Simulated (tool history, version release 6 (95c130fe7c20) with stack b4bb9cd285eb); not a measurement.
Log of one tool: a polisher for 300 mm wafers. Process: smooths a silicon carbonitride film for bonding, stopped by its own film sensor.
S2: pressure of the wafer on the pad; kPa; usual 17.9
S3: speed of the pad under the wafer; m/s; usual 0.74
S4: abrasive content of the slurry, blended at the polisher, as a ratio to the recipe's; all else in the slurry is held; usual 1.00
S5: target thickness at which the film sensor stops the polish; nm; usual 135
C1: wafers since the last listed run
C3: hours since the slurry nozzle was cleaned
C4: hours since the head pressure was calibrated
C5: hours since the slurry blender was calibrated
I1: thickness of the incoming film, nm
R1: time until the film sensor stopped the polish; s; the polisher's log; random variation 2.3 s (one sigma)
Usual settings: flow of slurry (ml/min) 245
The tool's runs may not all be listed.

Run 1, hour 0.0: usual settings; C1 0; wafers polished on this pad 168; C3 263.4; C4 554.0; C5 274.9; I1 170.4. Result: R1 151.3 s.
Run 2, hour 28.6: usual settings; C1 134; wafers polished on this pad 302; C3 292.0; C4 582.6; C5 303.5; I1 171.7. Result: R1 164.3 s.
Run 3, hour 59.1: usual settings; C1 143; wafers polished on this pad 446; C3 322.5; C4 613.1; C5 334.0; I1 172.4. Result: R1 168.6 s.
Run 4, hour 74.3: usual settings; C1 71; wafers polished on this pad 517; C3 337.7; C4 628.3; C5 349.2; I1 171.5. Result: R1 166.7 s.
At hour 112.4: head pressure recalibrated.
At hour 114.2: worn pad replaced by a new one.
At hour 122.8: slurry blender recalibrated.
Run 5, hour 126.1: usual settings; C1 216; wafers polished on this pad 46; C3 389.5; C4 13.7; C5 3.3; I1 170.8. Result: R1 145.4 s.
Run 6, hour 160.8: usual settings; C1 163; wafers polished on this pad 209; C3 424.2; C4 48.4; C5 38.0; I1 168.6. Result: R1 137.7 s.
Run 7, hour 192.5: usual settings; C1 149; wafers polished on this pad 358; C3 455.9; C4 80.1; C5 69.7; I1 173.8. Result: R1 156.7 s.
Run 8, hour 212.6: usual settings but S2 20.7 kPa, S3 0.56 m/s; C1 94; wafers polished on this pad 453; C3 476.0; C4 100.2; C5 89.8; I1 169.9. Result: R1 157.5 s.
Run 9, hour 228.2: usual settings but S2 20.7 kPa, S3 0.56 m/s; C1 73; wafers polished on this pad 526; C3 491.6; C4 115.8; C5 105.4; I1 168.6. Result: R1 147.6 s.
At hour 237.5: worn pad replaced by a new one.
At hour 250.2: slurry nozzle cleaned.
Run 10, hour 262.1: usual settings; C1 135; wafers polished on this pad 110; C3 11.9; C4 149.7; C5 139.3; I1 172.1. Result: R1 135.5 s.
Run 11, hour 284.5: usual settings; C1 105; wafers polished on this pad 216; C3 34.3; C4 172.1; C5 161.7; I1 170.5. Result: R1 137.3 s.
Run 12, hour 314.8: usual settings but S5 147 nm; C1 142; wafers polished on this pad 358; C3 64.6; C4 202.4; C5 192.0; I1 169.4. Result: R1 83.4 s.
Run 13, hour 338.0: usual settings but flow of slurry (ml/min) 200, S3 0.56 m/s; C1 109; wafers polished on this pad 467; C3 87.8; C4 225.6; C5 215.2; I1 169.6. Result: R1 167.4 s.
Run 14, hour 368.6: usual settings but flow of slurry (ml/min) 215, S4 1.25, S5 131 nm; C1 143; wafers polished on this pad 611; C3 118.4; C4 256.2; C5 245.8; I1 166.7. Result: R1 123.8 s.

Hidden state at the last listed run before each entry between runs and at the first one after, where it differs:
Between runs 4 and 5: head pressure recalibrated (hour 112.4); worn pad replaced by a new one (hour 114.2); slurry blender recalibrated (hour 122.8)
  slurry flow missing at the pad, %: 43.5 -> 44.9; deviation of the head's pressure from its setpoint, %: -11.7 -> 0.0984
  measured less the result without the state, R1: +33.2 -> +14.3 s
Between runs 9 and 10: worn pad replaced by a new one (hour 237.5); slurry nozzle cleaned (hour 250.2)
  slurry flow missing at the pad, %: 46.7 -> 3.65; deviation of the head's pressure from its setpoint, %: -0.271 -> -0.522
  measured less the result without the state, R1: +16.1 -> +1.3 s
